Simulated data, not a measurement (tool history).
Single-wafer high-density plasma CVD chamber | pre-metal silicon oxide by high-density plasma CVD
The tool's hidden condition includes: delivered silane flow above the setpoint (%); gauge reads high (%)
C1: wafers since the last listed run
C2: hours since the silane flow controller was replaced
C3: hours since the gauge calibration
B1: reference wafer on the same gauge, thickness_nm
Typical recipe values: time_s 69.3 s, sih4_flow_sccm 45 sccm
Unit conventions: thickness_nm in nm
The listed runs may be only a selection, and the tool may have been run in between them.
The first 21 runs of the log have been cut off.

Run 22, hour 1392.3: usual settings but time_s 62.7 s, sih4_flow_sccm 42 sccm; C1 1269; C2 2752.0; C3 927.5; B1 351.011. Result: thickness_nm 312.705 nm.
Run 23, hour 1450.8: usual settings but time_s 55.5 s; C1 1191; C2 2810.5; C3 986.0; B1 350.884. Result: thickness_nm 297.457 nm.
Run 24, hour 1501.4: usual settings but time_s 78.0 s, sih4_flow_sccm 41 sccm; C1 1030; C2 2861.1; C3 1036.6; B1 351.552. Result: thickness_nm 380.231 nm.
Run 25, hour 1559.3: usual settings but time_s 61.2 s; C1 1179; C2 2919.0; C3 1094.5; B1 350.708. Result: thickness_nm 327.690 nm.
At hour 1607.5: silane flow controller replaced.
Run 26, hour 1608.0: usual settings but time_s 64.9 s, sih4_flow_sccm 49 sccm; C1 829; C2 0.5; C3 1143.2; B1 351.278. Result: thickness_nm 359.776 nm.
Run 27, hour 1646.5: usual settings but time_s 73.2 s, sih4_flow_sccm 51 sccm; C1 784; C2 39.0; C3 1181.7; B1 351.173. Result: thickness_nm 420.149 nm.
Run 28, hour 1680.9: usual settings; C1 700; C2 73.4; C3 1216.1; B1 351.274. Result: thickness_nm 354.517 nm.
Run 29, hour 1724.5: usual settings; C1 888; C2 117.0; C3 1259.7; B1 350.930. Result: thickness_nm 355.327 nm.
Run 30, hour 1791.0: usual settings; C1 1354; C2 183.5; C3 1326.2; B1 350.784. Result: thickness_nm 353.844 nm.
Run 31, hour 1823.7: usual settings but time_s 59.1 s; C1 666; C2 216.2; C3 1358.9; B1 351.544. Result: thickness_nm 301.921 nm.
At hour 1843.0: gauge calibrated.
Run 32, hour 1867.6: usual settings but time_s 74.9 s; C1 894; C2 260.1; C3 24.6; B1 350.973. Result: thickness_nm 384.513 nm.
Run 33, hour 1939.3: usual settings but time_s 77.5 s, sih4_flow_sccm 41 sccm; C1 1460; C2 331.8; C3 96.3; B1 350.644. Result: thickness_nm 361.652 nm.
Run 34, hour 2065.7: usual settings; C1 2575; C2 458.2; C3 222.7; B1 350.740. Result: thickness_nm 357.670 nm.
Run 35, hour 2114.4: usual settings but sih4_flow_sccm 42 sccm; C1 992; C2 506.9; C3 271.4; B1 350.376. Result: thickness_nm 332.101 nm.
Run 36, hour 2158.1: usual settings but sih4_flow_sccm 54 sccm; C1 890; C2 550.6; C3 315.1; B1 351.220. Result: thickness_nm 427.988 nm.
Run 37, hour 2191.8: usual settings but time_s 57.2 s, sih4_flow_sccm 52 sccm; C1 686; C2 584.3; C3 348.8; B1 350.725. Result: thickness_nm 338.483 nm.
Run 38, hour 2257.7: usual settings; C1 1342; C2 650.2; C3 414.7; B1 350.812. Result: thickness_nm 357.517 nm.
Run 39, hour 2309.9: usual settings but sih4_flow_sccm 37 sccm; C1 1063; C2 702.4; C3 466.9; B1 351.349. Result: thickness_nm 294.725 nm.
Run 40, hour 2367.0: usual settings; C1 1163; C2 759.5; C3 524.0; B1 351.238. Result: thickness_nm 358.757 nm.
Run 41, hour 2415.4: usual settings but time_s 56.1 s, sih4_flow_sccm 38 sccm; C1 986; C2 807.9; C3 572.4; B1 351.006. Result: thickness_nm 245.766 nm.

Here are 3 independent what-if runs from the current tool condition. What would each one return?
Run A, hour 2415.8: usual settings; C1 8; C2 808.3; C3 572.8; B1 ?. Result: thickness_nm ?.
Run B, hour 2415.8: usual settings but time_s 59.6 s; C1 8; C2 808.3; C3 572.8; B1 ?. Result: thickness_nm ?.
Run C, hour 2415.8: usual settings but time_s 76.3 s, sih4_flow_sccm 42 sccm; C1 8; C2 808.3; C3 572.8; B1 ?. Result: thickness_nm ?.

run       B1  thickness_nm
  A  351.142       357.960
  B  351.142       307.856
  C  351.142       368.424
What these runs would have given with no unlogged condition in the tool:
run  thickness_nm
  A       353.102
  B       303.678
  C       363.424
